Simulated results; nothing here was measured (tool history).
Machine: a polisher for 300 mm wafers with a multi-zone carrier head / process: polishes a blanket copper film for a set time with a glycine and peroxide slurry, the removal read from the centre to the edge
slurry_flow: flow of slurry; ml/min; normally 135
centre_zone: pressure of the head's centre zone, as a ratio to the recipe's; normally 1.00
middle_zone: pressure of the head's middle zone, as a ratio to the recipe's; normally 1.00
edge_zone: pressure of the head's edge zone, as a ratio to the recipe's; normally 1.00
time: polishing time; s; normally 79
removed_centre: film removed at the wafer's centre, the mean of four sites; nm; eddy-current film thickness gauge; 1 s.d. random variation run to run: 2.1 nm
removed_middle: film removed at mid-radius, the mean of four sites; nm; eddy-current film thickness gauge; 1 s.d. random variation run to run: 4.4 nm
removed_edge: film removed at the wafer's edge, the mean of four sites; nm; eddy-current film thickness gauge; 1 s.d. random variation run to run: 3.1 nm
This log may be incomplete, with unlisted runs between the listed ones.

run	day	slurry_flow	centre_zone	middle_zone	edge_zone	time	incoming thickness of the incoming film, nm	removed_centre	removed_middle	removed_edge
1	0.000	135	1.00	1.00	1.00	79	1486.5	282.6	292.7	280.7
# day 0.246: edge zone pressure recalibrated
# day 0.317: worn pad replaced by a new one
# day 2.688: centre zone pressure recalibrated
2	3.121	95	1.00	1.00	1.00	79	1472.7	261.6	258.1	275.1
# day 4.946: carrier head's membrane replaced by a new one
3	6.021	135	1.00	1.00	1.06	79	1464.3	295.6	297.0	305.2
4	7.646	135	1.09	1.10	0.90	90	1462.5	363.8	373.7	322.3
5	10.362	175	0.97	1.00	1.00	96	1496.0	370.1	379.8	371.4
6	13.212	135	1.00	1.00	1.00	79	1477.0	288.2	292.6	289.1
# day 15.779: slurry nozzle cleaned
7	25.817	115	0.94	0.89	1.00	101	1493.2	333.3	322.4	368.0
8	28.746	155	0.95	1.00	1.04	99	1470.9	355.2	374.5	368.1
# day 31.712: worn pad replaced by a new one
9	33.229	135	0.96	1.11	1.05	79	1507.9	286.0	331.2	303.0
# day 33.392: edge zone pressure recalibrated
10	35.533	95	0.88	0.90	1.09	79	1459.4	229.2	246.1	289.1
11	37.188	135	1.00	1.11	1.00	79	1453.7	293.8	324.8	295.1
12	39.538	135	0.92	1.00	1.00	79	1456.6	272.3	300.8	299.0
13	43.512	155	1.00	1.00	1.06	79	1494.3	304.4	315.0	306.4
# day 43.742: centre zone pressure recalibrated
14	45.783	135	1.00	1.00	1.00	79	1492.8	293.7	296.0	289.5
# day 49.225: carrier head's membrane replaced by a new one
15	49.246	135	1.07	1.00	1.00	79	1499.4	309.4	299.2	287.1
# day 50.796: slurry nozzle cleaned
16	53.492	110	1.00	1.00	1.00	79	1463.7	281.5	282.3	280.7
17	56.154	115	1.00	1.06	0.94	96	1485.5	338.2	368.4	329.6
18	58.604	135	1.00	0.89	1.08	104	1470.9	383.2	360.4	394.2
# day 60.242: worn pad replaced by a new one
19	61.158	125	0.94	1.00	1.10	79	1497.2	278.2	297.1	304.8
# day 62.871: edge zone pressure recalibrated
20	64.904	175	0.97	1.00	1.00	96	1491.8	380.3	397.1	378.0
21	67.633	135	1.00	1.00	1.00	90	1461.4	337.6	339.1	333.5
22	71.742	135	1.00	1.00	1.00	52	1485.4	191.3	197.1	191.1

Below are 4 alternative next runs, each starting from the tool's condition after run 22. Predict each:
A	71.762	135	1.00	1.00	1.00	54	1466.1	?	?	?
B	71.762	135	1.00	1.07	1.00	79	1466.1	?	?	?
C	71.762	165	0.96	1.00	1.00	92	1466.1	?	?	?
D	71.762	170	1.09	1.00	1.11	106	1466.1	?	?	?

run	removed_centre	removed_middle	removed_edge
A	198.6	199.1	203.2
B	290.7	308.5	297.0
C	342.4	355.4	357.8
D	451.4	411.6	436.0
Without the tool's unlogged condition, the same runs would have read:
run	removed_centre	removed_middle	removed_edge
A	209.0	208.8	211.4
B	306.0	323.5	309.0
C	358.2	370.8	371.0
D	471.9	429.2	452.0

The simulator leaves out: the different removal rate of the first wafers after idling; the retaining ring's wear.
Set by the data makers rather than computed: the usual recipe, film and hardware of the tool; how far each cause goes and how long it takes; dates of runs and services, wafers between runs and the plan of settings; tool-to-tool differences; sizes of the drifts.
